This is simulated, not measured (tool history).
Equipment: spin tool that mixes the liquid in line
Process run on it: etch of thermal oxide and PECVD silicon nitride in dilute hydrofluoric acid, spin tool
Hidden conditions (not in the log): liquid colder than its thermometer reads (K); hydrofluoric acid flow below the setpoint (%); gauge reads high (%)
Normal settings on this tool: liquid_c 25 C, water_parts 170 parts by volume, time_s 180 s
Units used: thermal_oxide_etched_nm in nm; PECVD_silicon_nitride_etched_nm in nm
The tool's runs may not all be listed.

run   hour  liquid_c  water_parts  time_s  wafers since the last listed run  hours since the thermometer was replaced  hours since the hydrofluoric acid flow meter was replaced  hours since the gauge calibration  read-back film thickness of the thermal oxide reference wafer, read on the same gauge (nm)  read-back film thickness of the PECVD silicon nitride reference wafer, read on the same gauge (nm)  thermal_oxide_etched_nm  PECVD_silicon_nitride_etched_nm
  1    0.0        25          150     100                                 0                                    1175.6                                                     1464.2                              106.6                                                                                      79.997                                                                                              89.990                    2.867                            2.727
  2   29.0        25          150     100                               198                                    1204.6                                                     1493.2                              135.6                                                                                      80.002                                                                                              89.960                    2.856                            2.735
  3   63.1        25          170     180                               232                                    1238.7                                                     1527.3                              169.7                                                                                      79.998                                                                                              89.991                    4.445                            4.311
  4  100.9        25          170     180                               258                                    1276.5                                                     1565.1                              207.5                                                                                      79.990                                                                                              89.988                    4.433                            4.365
  5  129.9        25          220     180                               198                                    1305.5                                                     1594.1                              236.5                                                                                      79.982                                                                                              89.997                    3.222                            3.355
  6  173.9        27          170     180                               300                                    1349.5                                                     1638.1                              280.5                                                                                      79.949                                                                                              90.004                    4.768                            4.885
  7  240.9        25          170     180                               457                                    1416.5                                                     1705.1                              347.5                                                                                      80.054                                                                                              89.996                    4.416                            4.282
  8  281.2        25          170     180                               275                                    1456.8                                                     1745.4                              387.8                                                                                      80.055                                                                                              89.980                    4.328                            4.306
  9  329.8        25          150     180                               331                                    1505.4                                                     1794.0                              436.4                                                                                      79.982                                                                                              90.022                    5.030                            4.836
     389.8  -- hydrofluoric acid flow meter replaced
 10  488.7        25          150     180                              1078                                    1664.3                                                       98.9                              595.3                                                                                      80.013                                                                                              89.999                    5.538                            5.296
 11  522.8        23          170     180                               232                                    1698.4                                                      133.0                              629.4                                                                                      79.966                                                                                              89.996                    4.495                            4.081
 12  568.0        25          240     180                               308                                    1743.6                                                      178.2                              674.6                                                                                      79.996                                                                                              89.991                    3.145                            3.273

For run 13, what comes out?
     584.5  -- gauge calibrated
 13  634.5        25          170     255                               454                                    1810.1                                                      244.7                               50.0                                                                                           ?                                                                                                   ?                        ?                                ?

{"run 13": {"read-back film thickness of the thermal oxide reference wafer, read on the same gauge (nm)": 79.941, "read-back film thickness of the PECVD silicon nitride reference wafer, read on the same gauge (nm)": 90.01, "thermal_oxide_etched_nm": 6.699, "PECVD_silicon_nitride_etched_nm": 6.588}}
Had the tool carried no hidden state, the very same run would have given thermal_oxide_etched_nm 6.902 nm, PECVD_silicon_nitride_etched_nm 6.753 nm.
